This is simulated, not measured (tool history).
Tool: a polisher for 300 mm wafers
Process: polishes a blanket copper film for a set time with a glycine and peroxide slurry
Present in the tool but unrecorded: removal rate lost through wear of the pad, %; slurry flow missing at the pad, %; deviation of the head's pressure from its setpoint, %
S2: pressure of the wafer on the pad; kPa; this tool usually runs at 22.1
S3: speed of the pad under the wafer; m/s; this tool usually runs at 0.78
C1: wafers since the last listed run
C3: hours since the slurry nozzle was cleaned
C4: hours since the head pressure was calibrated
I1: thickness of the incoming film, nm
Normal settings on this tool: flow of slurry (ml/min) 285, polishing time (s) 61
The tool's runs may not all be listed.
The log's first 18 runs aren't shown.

{"day": 67.067, "done": "worn pad replaced by a new one"}
{"run": 19, "day": 69.233, "flow of slurry (ml/min)": 285, "S2": 22.1, "S3": 0.78, "polishing time (s)": 61, "C1": 1086, "wafers polished on this pad": 649, "C3": 336.5, "C4": 268.7, "I1": 1755.1, "film removed (nm)": 304.3}
{"run": 20, "day": 71.154, "flow of slurry (ml/min)": 285, "S2": 22.1, "S3": 0.78, "polishing time (s)": 61, "C1": 575, "wafers polished on this pad": 1224, "C3": 382.6, "C4": 314.8, "I1": 1779.4, "film removed (nm)": 304.5}
{"run": 21, "day": 73.954, "flow of slurry (ml/min)": 285, "S2": 22.1, "S3": 0.78, "polishing time (s)": 61, "C1": 839, "wafers polished on this pad": 2064, "C3": 449.8, "C4": 382.0, "I1": 1786.5, "film removed (nm)": 303.1}
{"run": 22, "day": 75.496, "flow of slurry (ml/min)": 285, "S2": 14.5, "S3": 0.52, "polishing time (s)": 61, "C1": 462, "wafers polished on this pad": 2526, "C3": 486.8, "C4": 419.0, "I1": 1765.1, "film removed (nm)": 165.3}
{"run": 23, "day": 77.962, "flow of slurry (ml/min)": 365, "S2": 22.1, "S3": 0.78, "polishing time (s)": 61, "C1": 739, "wafers polished on this pad": 3266, "C3": 546.0, "C4": 478.2, "I1": 1790.2, "film removed (nm)": 312.2}
{"run": 24, "day": 82.375, "flow of slurry (ml/min)": 285, "S2": 24.1, "S3": 0.78, "polishing time (s)": 76, "C1": 1322, "wafers polished on this pad": 4588, "C3": 651.9, "C4": 584.1, "I1": 1768.4, "film removed (nm)": 413.6}
{"run": 25, "day": 84.138, "flow of slurry (ml/min)": 285, "S2": 22.1, "S3": 0.78, "polishing time (s)": 61, "C1": 528, "wafers polished on this pad": 5117, "C3": 694.2, "C4": 626.4, "I1": 1761.8, "film removed (nm)": 306.2}
{"day": 85.792, "done": "head pressure recalibrated"}
{"day": 86.633, "done": "slurry nozzle cleaned"}
{"run": 26, "day": 87.288, "flow of slurry (ml/min)": 285, "S2": 22.1, "S3": 0.78, "polishing time (s)": 61, "C1": 906, "wafers polished on this pad": 6024, "C3": 15.7, "C4": 35.9, "I1": 1759.7, "film removed (nm)": 299.8}
{"run": 27, "day": 90.833, "flow of slurry (ml/min)": 285, "S2": 22.1, "S3": 0.78, "polishing time (s)": 61, "C1": 1063, "wafers polished on this pad": 7087, "C3": 100.8, "C4": 121.0, "I1": 1782.9, "film removed (nm)": 302.1}
{"day": 92.779, "done": "worn pad replaced by a new one"}
{"run": 28, "day": 94.638, "flow of slurry (ml/min)": 325, "S2": 24.1, "S3": 0.6, "polishing time (s)": 78, "C1": 1090, "wafers polished on this pad": 556, "C3": 192.1, "C4": 212.3, "I1": 1806.1, "film removed (nm)": 343.2}

Run 29 has not been measured yet. What should we expect?
{"run": 29, "day": 98.225, "flow of slurry (ml/min)": 285, "S2": 22.1, "S3": 0.78, "polishing time (s)": 75, "C1": 1075, "wafers polished on this pad": 1632, "C3": 278.2, "C4": 298.4, "I1": 1780.6, "film removed (nm)": "?"}

Logged for run 29: film removed (nm) 372.0.
Minus the tool's unlogged condition, the same run would have read film removed (nm) 361.8.
